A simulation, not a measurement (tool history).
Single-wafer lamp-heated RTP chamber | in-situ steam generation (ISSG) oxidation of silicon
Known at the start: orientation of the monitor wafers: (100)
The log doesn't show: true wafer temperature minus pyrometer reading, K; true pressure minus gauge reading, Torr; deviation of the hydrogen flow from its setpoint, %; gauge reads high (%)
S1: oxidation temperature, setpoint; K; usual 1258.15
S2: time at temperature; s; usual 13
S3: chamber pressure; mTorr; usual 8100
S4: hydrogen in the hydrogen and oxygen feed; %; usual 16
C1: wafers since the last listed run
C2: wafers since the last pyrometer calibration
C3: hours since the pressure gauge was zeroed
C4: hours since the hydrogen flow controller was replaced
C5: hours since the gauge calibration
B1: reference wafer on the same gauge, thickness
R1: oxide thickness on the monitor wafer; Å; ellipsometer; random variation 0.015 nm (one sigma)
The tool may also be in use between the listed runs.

Run 1, hour 0.0: usual settings but S2 15 s; C1 0; C2 315; C3 4271.6; C4 5225.7; C5 550.3; B1 3.600. Result: R1 39.54 Å.
Run 2, hour 34.6: usual settings but S4 21 %; C1 398; C2 714; C3 4306.2; C4 5260.3; C5 584.9; B1 3.586. Result: R1 39.97 Å.
Run 3, hour 52.5: usual settings but S4 21 %; C1 206; C2 920; C3 4324.1; C4 5278.2; C5 602.8; B1 3.586. Result: R1 39.95 Å.
Run 4, hour 81.1: usual settings but S4 21 %; C1 329; C2 1250; C3 4352.7; C4 5306.8; C5 631.4; B1 3.589. Result: R1 40.08 Å.
Run 5, hour 96.4: usual settings; C1 176; C2 1426; C3 4368.0; C4 5322.1; C5 646.7; B1 3.581. Result: R1 37.59 Å.
Run 6, hour 108.8: usual settings; C1 142; C2 1569; C3 4380.4; C4 5334.5; C5 659.1; B1 3.590. Result: R1 37.64 Å.
Run 7, hour 138.1: usual settings but S2 9 s; C1 337; C2 1907; C3 4409.7; C4 5363.8; C5 688.4; B1 3.587. Result: R1 32.41 Å.
Run 8, hour 166.9: usual settings; C1 331; C2 2239; C3 4438.5; C4 5392.6; C5 717.2; B1 3.592. Result: R1 38.07 Å.
Run 9, hour 181.2: usual settings; C1 164; C2 2404; C3 4452.8; C4 5406.9; C5 731.5; B1 3.593. Result: R1 38.14 Å.
At hour 218.3: pressure gauge zeroed.
Run 10, hour 218.8: usual settings; C1 341; C2 2745; C3 0.5; C4 5444.5; C5 769.1; B1 3.586. Result: R1 38.17 Å.
At hour 235.6: pyrometer window cleaned and pyrometer calibrated.
Run 11, hour 249.5: usual settings; C1 261; C2 160; C3 31.2; C4 5475.2; C5 799.8; B1 3.590. Result: R1 37.17 Å.
At hour 257.6: gauge calibrated.
Run 12, hour 267.3: usual settings; C1 205; C2 365; C3 49.0; C4 5493.0; C5 9.7; B1 3.593. Result: R1 37.28 Å.
Run 13, hour 296.5: usual settings but S1 1273.15 K, S3 7600 mTorr; C1 336; C2 701; C3 78.2; C4 5522.2; C5 38.9; B1 3.591. Result: R1 39.44 Å.
Run 14, hour 327.0: usual settings; C1 351; C2 1053; C3 108.7; C4 5552.7; C5 69.4; B1 3.595. Result: R1 37.70 Å.
Run 15, hour 341.5: usual settings but S4 18 %; C1 167; C2 1220; C3 123.2; C4 5567.2; C5 83.9; B1 3.584. Result: R1 38.56 Å.
Run 16, hour 366.2: usual settings; C1 284; C2 1505; C3 147.9; C4 5591.9; C5 108.6; B1 3.590. Result: R1 37.51 Å.
Run 17, hour 381.1: usual settings but S1 1264.15 K; C1 171; C2 1676; C3 162.8; C4 5606.8; C5 123.5; B1 3.585. Result: R1 38.50 Å.
Run 18, hour 401.2: usual settings but S1 1246.15 K, S4 24 %; C1 231; C2 1908; C3 182.9; C4 5626.9; C5 143.6; B1 3.593. Result: R1 40.30 Å.
Run 19, hour 422.5: usual settings but S2 17 s, S3 6900 mTorr; C1 245; C2 2153; C3 204.2; C4 5648.2; C5 164.9; B1 3.587. Result: R1 42.36 Å.
Run 20, hour 435.9: usual settings but S3 7300 mTorr; C1 154; C2 2308; C3 217.6; C4 5661.6; C5 178.3; B1 3.586. Result: R1 38.03 Å.
At hour 463.8: hydrogen flow controller replaced.
Run 21, hour 464.3: usual settings; C1 235; C2 2543; C3 246.0; C4 0.5; C5 206.7; B1 3.592. Result: R1 37.89 Å.
At hour 494.4: pyrometer window cleaned and pyrometer calibrated.
Run 22, hour 494.9: usual settings but S2 10 s; C1 260; C2 5; C3 276.6; C4 31.1; C5 237.3; B1 3.591. Result: R1 33.37 Å.
Run 23, hour 508.6: usual settings; C1 157; C2 163; C3 290.3; C4 44.8; C5 251.0; B1 3.588. Result: R1 37.45 Å.
Run 24, hour 527.7: usual settings; C1 220; C2 383; C3 309.4; C4 63.9; C5 270.1; B1 3.583. Result: R1 37.52 Å.
Run 25, hour 556.7: usual settings but S4 11 %; C1 334; C2 717; C3 338.4; C4 92.9; C5 299.1; B1 3.586. Result: R1 34.30 Å.
Run 26, hour 651.0: usual settings; C1 1086; C2 1804; C3 432.7; C4 187.2; C5 393.4; B1 3.586. Result: R1 38.03 Å.
Run 27, hour 664.1: usual settings but S1 1249.15 K, S4 26 %; C1 150; C2 1955; C3 445.8; C4 200.3; C5 406.5; B1 3.587. Result: R1 41.77 Å.
Run 28, hour 685.4: usual settings but S3 7600 mTorr, S4 11 %; C1 245; C2 2201; C3 467.1; C4 221.6; C5 427.8; B1 3.590. Result: R1 34.87 Å.
Run 29, hour 701.0: usual settings but S1 1268.15 K, S2 11 s; C1 179; C2 2380; C3 482.7; C4 237.2; C5 443.4; B1 3.590. Result: R1 36.71 Å.
Run 30, hour 718.1: usual settings but S1 1267.15 K, S3 7500 mTorr, S4 11 %; C1 197; C2 2577; C3 499.8; C4 254.3; C5 460.5; B1 3.587. Result: R1 36.04 Å.
Run 31, hour 737.7: usual settings; C1 225; C2 2803; C3 519.4; C4 273.9; C5 480.1; B1 3.588. Result: R1 38.06 Å.
At hour 759.1: pyrometer window cleaned and pyrometer calibrated.
Run 32, hour 770.5: usual settings but S1 1250.15 K, S2 11 s, S3 8600 mTorr, S4 13 %; C1 285; C2 131; C3 552.2; C4 306.7; C5 512.9; B1 3.593. Result: R1 32.17 Å.

3 ways to go on from here, each from the tool as it stands after run 32. What would each give?
Run A, hour 770.9: usual settings; C1 4; C2 136; C3 552.6; C4 307.1; C5 513.3; B1 ?. Result: R1 ?.
Run B, hour 770.9: usual settings but S2 12 s, S3 7000 mTorr; C1 4; C2 136; C3 552.6; C4 307.1; C5 513.3; B1 ?. Result: R1 ?.
Run C, hour 770.9: usual settings but S1 1247.15 K, S4 25 %; C1 4; C2 136; C3 552.6; C4 307.1; C5 513.3; B1 ?. Result: R1 ?.

run     B1     R1
  A  3.589  37.22
  B  3.589  35.75
  C  3.589  40.16
Without the tool's hidden state the same runs would have given:
run     R1
  A  37.12
  B  35.66
  C  40.06

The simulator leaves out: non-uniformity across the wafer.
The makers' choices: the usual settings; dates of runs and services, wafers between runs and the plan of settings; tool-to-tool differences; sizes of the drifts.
